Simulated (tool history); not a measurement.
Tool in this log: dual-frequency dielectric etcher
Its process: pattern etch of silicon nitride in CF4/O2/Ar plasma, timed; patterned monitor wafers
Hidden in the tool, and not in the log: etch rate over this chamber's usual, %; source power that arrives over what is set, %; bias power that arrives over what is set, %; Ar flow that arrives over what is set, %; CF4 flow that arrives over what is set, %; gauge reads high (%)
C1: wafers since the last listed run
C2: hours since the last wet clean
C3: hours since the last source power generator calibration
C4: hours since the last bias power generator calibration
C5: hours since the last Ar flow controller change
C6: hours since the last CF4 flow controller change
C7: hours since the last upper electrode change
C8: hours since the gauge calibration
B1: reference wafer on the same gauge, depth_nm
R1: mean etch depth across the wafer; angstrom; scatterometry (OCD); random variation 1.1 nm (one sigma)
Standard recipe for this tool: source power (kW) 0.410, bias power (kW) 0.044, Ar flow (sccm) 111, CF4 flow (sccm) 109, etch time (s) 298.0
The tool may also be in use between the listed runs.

Run 1, hour 0.0: usual settings; C1 0; C2 480.1; C3 4209.9; C4 1814.6; C5 1934.4; C6 1983.3; C7 2622.6; C8 1152.2; B1 515.9. Result: R1 4563 angstrom.
Run 2, hour 19.4: usual settings; C1 64; C2 499.5; C3 4229.3; C4 1834.0; C5 1953.8; C6 2002.7; C7 2642.0; C8 1171.6; B1 516.3. Result: R1 4554 angstrom.
Run 3, hour 53.1: usual settings; C1 112; C2 533.2; C3 4263.0; C4 1867.7; C5 1987.5; C6 2036.4; C7 2675.7; C8 1205.3; B1 516.1. Result: R1 4558 angstrom.
At hour 57.3: gauge calibrated.
Run 4, hour 70.2: usual settings; C1 56; C2 550.3; C3 4280.1; C4 1884.8; C5 2004.6; C6 2053.5; C7 2692.8; C8 12.9; B1 516.0. Result: R1 4557 angstrom.
At hour 122.7: upper electrode replaced.
At hour 138.0: wet clean of the chamber.
Run 5, hour 138.5: usual settings but source power (kW) 0.460, Ar flow (sccm) 89; C1 96; C2 0.5; C3 4348.4; C4 1953.1; C5 2072.9; C6 2121.8; C7 15.8; C8 81.2; B1 516.1. Result: R1 5030 angstrom.
Run 6, hour 138.9: usual settings; C1 1; C2 0.9; C3 4348.8; C4 1953.5; C5 2073.3; C6 2122.2; C7 16.2; C8 81.6; B1 516.0. Result: R1 4659 angstrom.
At hour 146.6: bias power generator calibrated.
Run 7, hour 147.1: usual settings but etch time (s) 357.0; C1 13; C2 9.1; C3 4357.0; C4 0.5; C5 2081.5; C6 2130.4; C7 24.4; C8 89.8; B1 516.2. Result: R1 5714 angstrom.
Run 8, hour 163.9: usual settings but source power (kW) 0.480, Ar flow (sccm) 92, CF4 flow (sccm) 116, etch time (s) 256.0; C1 55; C2 25.9; C3 4373.8; C4 17.3; C5 2098.3; C6 2147.2; C7 41.2; C8 106.6; B1 516.3. Result: R1 4538 angstrom.
Run 9, hour 179.7: usual settings but CF4 flow (sccm) 82; C1 52; C2 41.7; C3 4389.6; C4 33.1; C5 2114.1; C6 2163.0; C7 57.0; C8 122.4; B1 516.0. Result: R1 4590 angstrom.
Run 10, hour 214.4: usual settings but Ar flow (sccm) 88, CF4 flow (sccm) 88, etch time (s) 328.0; C1 115; C2 76.4; C3 4424.3; C4 67.8; C5 2148.8; C6 2197.7; C7 91.7; C8 157.1; B1 516.0. Result: R1 5239 angstrom.
At hour 266.6: source power generator calibrated.
At hour 270.1: CF4 flow controller replaced.
Run 11, hour 316.0: usual settings; C1 313; C2 178.0; C3 49.4; C4 169.4; C5 2250.4; C6 45.9; C7 193.3; C8 258.7; B1 515.7. Result: R1 4742 angstrom.
Run 12, hour 347.8: usual settings but etch time (s) 387.5; C1 105; C2 209.8; C3 81.2; C4 201.2; C5 2282.2; C6 77.7; C7 225.1; C8 290.5; B1 515.8. Result: R1 6139 angstrom.
At hour 358.9: Ar flow controller replaced.
Run 13, hour 377.3: usual settings but source power (kW) 0.460, Ar flow (sccm) 89; C1 78; C2 239.3; C3 110.7; C4 230.7; C5 18.4; C6 107.2; C7 254.6; C8 320.0; B1 516.0. Result: R1 5086 angstrom.
Run 14, hour 408.0: usual settings but etch time (s) 253.0; C1 102; C2 270.0; C3 141.4; C4 261.4; C5 49.1; C6 137.9; C7 285.3; C8 350.7; B1 515.9. Result: R1 3996 angstrom.
Run 15, hour 426.0: usual settings but bias power (kW) 0.034; C1 59; C2 288.0; C3 159.4; C4 279.4; C5 67.1; C6 155.9; C7 303.3; C8 368.7; B1 516.0. Result: R1 4240 angstrom.
Run 16, hour 442.5: usual settings but source power (kW) 0.360; C1 54; C2 304.5; C3 175.9; C4 295.9; C5 83.6; C6 172.4; C7 319.8; C8 385.2; B1 516.1. Result: R1 4450 angstrom.
Run 17, hour 475.2: usual settings but bias power (kW) 0.053; C1 108; C2 337.2; C3 208.6; C4 328.6; C5 116.3; C6 205.1; C7 352.5; C8 417.9; B1 515.9. Result: R1 5063 angstrom.
Run 18, hour 488.8: usual settings but Ar flow (sccm) 87, CF4 flow (sccm) 124, etch time (s) 331.0; C1 45; C2 350.8; C3 222.2; C4 342.2; C5 129.9; C6 218.7; C7 366.1; C8 431.5; B1 516.0. Result: R1 5445 angstrom.
Run 19, hour 522.6: usual settings but Ar flow (sccm) 91, CF4 flow (sccm) 127, etch time (s) 339.5; C1 112; C2 384.6; C3 256.0; C4 376.0; C5 163.7; C6 252.5; C7 399.9; C8 465.3; B1 515.7. Result: R1 5552 angstrom.
Run 20, hour 556.9: usual settings; C1 114; C2 418.9; C3 290.3; C4 410.3; C5 198.0; C6 286.8; C7 434.2; C8 499.6; B1 516.1. Result: R1 4680 angstrom.
Run 21, hour 569.8: usual settings but source power (kW) 0.340, CF4 flow (sccm) 129; C1 42; C2 431.8; C3 303.2; C4 423.2; C5 210.9; C6 299.7; C7 447.1; C8 512.5; B1 515.9. Result: R1 4418 angstrom.
Run 22, hour 600.4: usual settings but source power (kW) 0.360, Ar flow (sccm) 119, CF4 flow (sccm) 99; C1 101; C2 462.4; C3 333.8; C4 453.8; C5 241.5; C6 330.3; C7 477.7; C8 543.1; B1 516.1. Result: R1 4337 angstrom.

3 options for the next run, each taken on its own from the tool as it stands now. Forecast them:
Run A, hour 600.9: usual settings but bias power (kW) 0.041; C1 1; C2 462.9; C3 334.3; C4 454.3; C5 242.0; C6 330.8; C7 478.2; C8 543.6; B1 ?. Result: R1 ?.
Run B, hour 600.9: usual settings but source power (kW) 0.480; C1 1; C2 462.9; C3 334.3; C4 454.3; C5 242.0; C6 330.8; C7 478.2; C8 543.6; B1 ?. Result: R1 ?.
Run C, hour 600.9: usual settings but bias power (kW) 0.050; C1 1; C2 462.9; C3 334.3; C4 454.3; C5 242.0; C6 330.8; C7 478.2; C8 543.6; B1 ?. Result: R1 ?.

run     B1    R1
  A  515.9  4511
  B  515.9  4984
  C  515.9  4890
Stripped of hidden state, with their random variation kept, the same runs would have yielded:
run    R1
  A  4626
  B  5112
  C  5015
